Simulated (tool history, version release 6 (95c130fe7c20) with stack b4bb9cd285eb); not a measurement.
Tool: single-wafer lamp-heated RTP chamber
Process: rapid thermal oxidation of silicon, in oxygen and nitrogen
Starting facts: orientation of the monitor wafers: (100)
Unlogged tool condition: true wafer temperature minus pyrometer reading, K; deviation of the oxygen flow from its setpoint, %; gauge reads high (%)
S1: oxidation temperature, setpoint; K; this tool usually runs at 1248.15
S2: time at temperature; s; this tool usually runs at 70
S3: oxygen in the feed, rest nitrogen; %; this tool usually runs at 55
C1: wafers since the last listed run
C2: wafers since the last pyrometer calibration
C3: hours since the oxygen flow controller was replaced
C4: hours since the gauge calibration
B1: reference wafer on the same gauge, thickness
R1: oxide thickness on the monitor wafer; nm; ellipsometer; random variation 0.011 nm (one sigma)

run    hour       S1  S2  S3   C1    C2      C3      C4     B1     R1
  1     0.0  1248.15  70  55    0  2102  3693.1   137.6  4.359  4.628
  2    64.9  1248.15  70  55  434  2536  3758.0   202.5  4.360  4.619
  3   134.7  1248.15  70  55  466  3003  3827.8   272.3  4.361  4.655
  4   180.1  1248.15  62  55  303  3307  3873.2   317.7  4.361  4.417
  5   206.5  1248.15  62  55  176  3484  3899.6   344.1  4.360  4.411
  6   277.8  1248.15  62  55  476  3960  3970.9   415.4  4.360  4.405
      307.1  -- pyrometer window cleaned and pyrometer calibrated
  7   327.3  1237.15  70  75  277   135  4020.4   464.9  4.361  4.797
  8   382.2  1237.15  70  75  367   502  4075.3   519.8  4.357  4.809
  9   443.1  1248.15  70  55  407   909  4136.2   580.7  4.360  4.707
      497.9  -- pyrometer window cleaned and pyrometer calibrated, repeated, since the last time left the tool worse
 10   510.0  1248.15  70  55  394    81  4203.1   647.6  4.359  4.575
 11   568.8  1248.15  70  55  393   474  4261.9   706.4  4.360  4.594
 12   615.6  1257.15  44  70  313   787  4308.7   753.2  4.360  4.361
 13   640.8  1236.15  96  68  168   956  4333.9   778.4  4.361  5.178
 14   701.9  1225.15  84  55  408  1364  4395.0   839.5  4.359  4.254
 15   743.5  1248.15  44  43  278  1643  4436.6   881.1  4.358  3.610
      760.5  -- oxygen flow controller replaced
 16   775.5  1248.15  36  43  160  1803    15.0   913.1  4.360  3.370
 17   838.4  1240.15  43  82  420  2224    77.9   976.0  4.362  4.079
 18   868.2  1248.15  90  55  199  2423   107.7  1005.8  4.359  5.131
      877.4  -- gauge calibrated
 19   932.6  1248.15  70  55  430  2854   172.1    55.2  4.359  4.654
 20  1003.5  1236.15  94  55  474  3329   243.0   126.1  4.359  4.814
 21  1075.3  1240.15  44  79  480  3809   314.8   197.9  4.359  4.093
     1087.3  -- pyrometer window cleaned and pyrometer calibrated
 22  1101.6  1248.15  85  32  122    95   341.1   224.2  4.358  4.212
 23  1168.1  1248.15  70  55  444   540   407.6   290.7  4.361  4.600

Each row is a separate what-if for the run after 23, all from the same tool condition, not one after another. Results?
  A  1168.5  1248.15   70  55   2  543  408.0  291.1   ?   ?
  B  1168.5  1248.15   99  82   2  543  408.0  291.1   ?   ?
  C  1168.5  1228.15  101  55   2  543  408.0  291.1   ?   ?
  D  1168.5  1264.15   99  55   2  543  408.0  291.1   ?   ?

run     B1     R1
  A  4.360  4.599
  B  4.360  6.093
  C  4.360  4.649
  D  4.360  5.977
Without the tool's unlogged condition, the same runs would have read:
run     R1
  A  4.569
  B  6.049
  C  4.617
  D  5.936
